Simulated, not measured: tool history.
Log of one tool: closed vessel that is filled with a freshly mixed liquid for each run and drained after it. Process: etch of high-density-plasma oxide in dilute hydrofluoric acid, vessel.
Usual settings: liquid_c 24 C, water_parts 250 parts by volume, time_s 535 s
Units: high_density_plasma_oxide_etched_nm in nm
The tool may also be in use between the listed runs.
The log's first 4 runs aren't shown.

run   hour  liquid_c  water_parts  time_s  read-back film thickness of the high-density-plasma oxide reference wafer, read on the same gauge (nm)  high_density_plasma_oxide_etched_nm
  5   45.1        24          250     535                                                                                                  130.01                                16.41
  6   62.7        24          250     535                                                                                                  130.03                                16.57
  7   76.1        24          250     535                                                                                                  130.02                                16.63
  8   88.4        24          250     535                                                                                                  130.03                                16.62
  9   94.7        24          250     535                                                                                                  129.98                                16.59
 10    106        24          250     385                                                                                                  129.97                                12.01
 11    120        24          250     675                                                                                                     130                                21.11
     132.2  -- gauge calibrated
 12  136.3        24          250     675                                                                                                  129.99                                20.78
 13  142.5      26.5          315     535                                                                                                  129.97                                13.37
 14  149.1      21.5          250     535                                                                                                  130.01                                15.21
 15  166.9        24          135     425                                                                                                     130                                27.34
 16  173.5        20          295     535                                                                                                  129.99                                11.55
 17    183        24          360     535                                                                                                     130                                10.38
 18  189.8        24          150     535                                                                                                     130                                31.36
 19  238.3        27          300     535                                                                                                     130                                14.64
 20  246.6      21.5          140     535                                                                                                  129.97                                30.54

Forecast run 21:
 21  259.5        24          250     535                                                                                                       ?                                    ?

read-back film thickness of the high-density-plasma oxide reference wafer, read on the same gauge (nm): 129.98
high_density_plasma_oxide_etched_nm: 16.66 nm
Without the tool's hidden state the same run would have given high_density_plasma_oxide_etched_nm 16.66 nm.

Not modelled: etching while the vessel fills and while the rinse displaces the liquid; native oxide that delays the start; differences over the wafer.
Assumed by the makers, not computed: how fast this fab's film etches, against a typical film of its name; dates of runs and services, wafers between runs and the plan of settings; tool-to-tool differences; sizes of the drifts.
